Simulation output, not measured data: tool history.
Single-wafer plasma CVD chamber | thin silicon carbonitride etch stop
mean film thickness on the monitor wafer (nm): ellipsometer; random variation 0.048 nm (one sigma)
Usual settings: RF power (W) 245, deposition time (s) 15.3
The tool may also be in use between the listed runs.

run    hour  RF power (W)  deposition time (s)  read-back reference wafer on the same gauge, thickness_nm  mean film thickness on the monitor wafer (nm)
  1     0.0           245                 15.3                                                      8.804                                          8.942
  2    99.4           245                 17.2                                                      8.793                                         10.116
      303.0  -- thermocouple changed; heater temperature recalibrated
  3   325.7           245                 17.2                                                      8.779                                         10.052
  4   407.5           245                 17.2                                                      8.767                                         10.020
  5   506.5           245                 14.4                                                      8.762                                          8.449
  6   606.6           245                 15.3                                                      8.749                                          8.917
  7   665.5           245                 17.1                                                      8.744                                          9.893
  8   723.0           245                 17.1                                                      8.742                                          9.979
  9   775.2           220                 15.3                                                      8.743                                          8.687
 10   851.4           245                 15.3                                                      8.728                                          8.894
 11   909.9           245                 15.3                                                      8.716                                          8.906
 12   957.6           225                 15.3                                                      8.724                                          8.701
 13  1184.5           225                 15.3                                                      8.687                                          8.616
     1194.4  -- showerhead replaced
 14  1261.5           245                 15.3                                                      8.686                                          8.941
 15  1363.4           245                 15.3                                                      8.666                                          8.942
 16  1438.9           245                 16.8                                                      8.656                                          9.676
 17  1497.2           245                 15.3                                                      8.654                                          8.828
     1579.3  -- thermocouple changed; heater temperature recalibrated
 18  1597.5           285                 18.1                                                      8.631                                         10.930
 19  1640.1           245                 17.2                                                      8.629                                          9.995
 20  1700.9           245                 15.3                                                      8.615                                          8.896
 21  1751.4           280                 13.4                                                      8.611                                          7.993
 22  1858.7           245                 18.1                                                      8.593                                         10.395
     1934.9  -- RF generator calibrated
 23  1961.6           245                 17.7                                                      8.569                                         10.093
 24  2005.9           245                 15.3                                                      8.569                                          8.801
     2016.0  -- gauge calibrated
 25  2112.4           285                 18.0                                                      8.836                                         11.101
 26  2164.6           220                 13.2                                                      8.833                                          7.546
 27  2206.3           215                 16.1                                                      8.837                                          9.149
 28  2259.4           225                 12.7                                                      8.833                                          7.328
 29  2559.1           245                 15.3                                                      8.834                                          9.015
 30  2660.5           215                 15.3                                                      8.833                                          8.731

The same runs without the tool's hidden state, with the same run-to-run variation:
The hidden state here: wafer temperature above the value expected at the setpoint (K); delivered RF power above the setpoint (%); gauge reads high (%).
run  mean film thickness on the monitor wafer (nm)
  1                                          8.960
  2                                         10.144
  3                                         10.098
  4                                         10.074
  5                                          8.503
  6                                          8.984
  7                                          9.973
  8                                         10.066
  9                                          8.769
 10                                          8.986
 11                                          9.005
 12                                          8.803
 13                                          8.745
 14                                          9.085
 15                                          9.100
 16                                          9.860
 17                                          9.004
 18                                         11.168
 19                                         10.220
 20                                          9.106
 21                                          8.189
 22                                         10.672
 23                                         10.383
 24                                          9.062
 25                                         11.081
 26                                          7.533
 27                                          9.134
 28                                          7.316
 29                                          9.007
 30                                          8.727

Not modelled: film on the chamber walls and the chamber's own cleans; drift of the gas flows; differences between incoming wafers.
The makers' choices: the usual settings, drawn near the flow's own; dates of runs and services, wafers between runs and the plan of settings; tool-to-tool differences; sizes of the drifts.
